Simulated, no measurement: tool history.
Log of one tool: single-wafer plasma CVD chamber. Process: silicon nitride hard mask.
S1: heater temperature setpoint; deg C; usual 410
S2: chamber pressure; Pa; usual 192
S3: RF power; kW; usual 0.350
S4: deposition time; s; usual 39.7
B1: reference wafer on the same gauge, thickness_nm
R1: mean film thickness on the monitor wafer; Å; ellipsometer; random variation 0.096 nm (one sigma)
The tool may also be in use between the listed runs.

run,hour,S1,S2,S3,S4,B1,R1
1,0.0,421,192,0.350,39.7,42.209,456.32
2,45.7,421,192,0.350,39.7,42.203,455.69
3,92.7,421,192,0.350,39.7,42.199,456.97
4,150.5,410,192,0.350,39.7,42.217,457.80
5,191.5,410,192,0.350,39.7,42.223,458.07
6,256.4,410,192,0.350,39.7,42.202,457.96
7,287.2,410,192,0.350,39.7,42.224,457.33
8,338.8,410,192,0.350,39.7,42.187,455.88
9,393.8,410,192,0.350,39.7,42.204,476.80
10,447.7,410,192,0.350,39.7,42.206,475.59
11,513.5,410,192,0.350,39.7,42.203,473.07
12,583.8,410,237,0.350,35.2,42.186,456.78
13,645.0,410,192,0.350,39.7,42.221,480.52
14,702.2,396,192,0.310,33.6,42.184,359.68
15,766.7,398,232,0.350,39.7,42.207,507.79
16,804.7,395,192,0.350,39.7,42.210,479.13
17,865.3,410,192,0.350,39.7,42.221,473.97
18,917.9,410,192,0.350,39.7,42.180,474.05
19,963.0,423,233,0.295,39.7,42.202,413.45
20,1017.5,410,192,0.350,43.1,42.212,512.38
21,1043.5,410,192,0.350,39.7,42.214,470.37
22,1081.6,405,192,0.350,34.8,42.218,412.86

Taken out of this log: 5 entries between the listed runs. Where each belongs, and how the hidden state differs across it:
Between runs 7 and 8: thermocouple changed; heater temperature recalibrated (hour 333.3)
  delivered RF power above the setpoint (%): -4.85 -> -4.87; true pressure above the setpoint (%): -7.57 -> -7.59
  measured less the result without the state, R1: -35.08 -> -35.11 Å
Between runs 8 and 9: RF generator calibrated (hour 361.6)
  delivered RF power above the setpoint (%): -4.87 -> -0.693; true pressure above the setpoint (%): -7.59 -> -7.61
  measured less the result without the state, R1: -35.11 -> -15.17 Å
Between runs 9 and 10: gauge calibrated (hour 429.0)
  delivered RF power above the setpoint (%): -0.693 -> -1.04; true pressure above the setpoint (%): -7.61 -> -7.64
  measured less the result without the state, R1: -15.17 -> -16.83 Å
Between runs 11 and 12: capacitance manometer re-zeroed and calibrated (hour 573.6)
  delivered RF power above the setpoint (%): -1.42 -> -1.79; true pressure above the setpoint (%): -7.66 -> -0.141
  measured less the result without the state, R1: -18.64 -> -8.31 Å
Between runs 13 and 14: showerhead replaced (hour 673.7)
  delivered RF power above the setpoint (%): -2.08 -> -2.33; true pressure above the setpoint (%): -0.599 -> -1
  measured less the result without the state, R1: -10.87 -> -10.19 Å
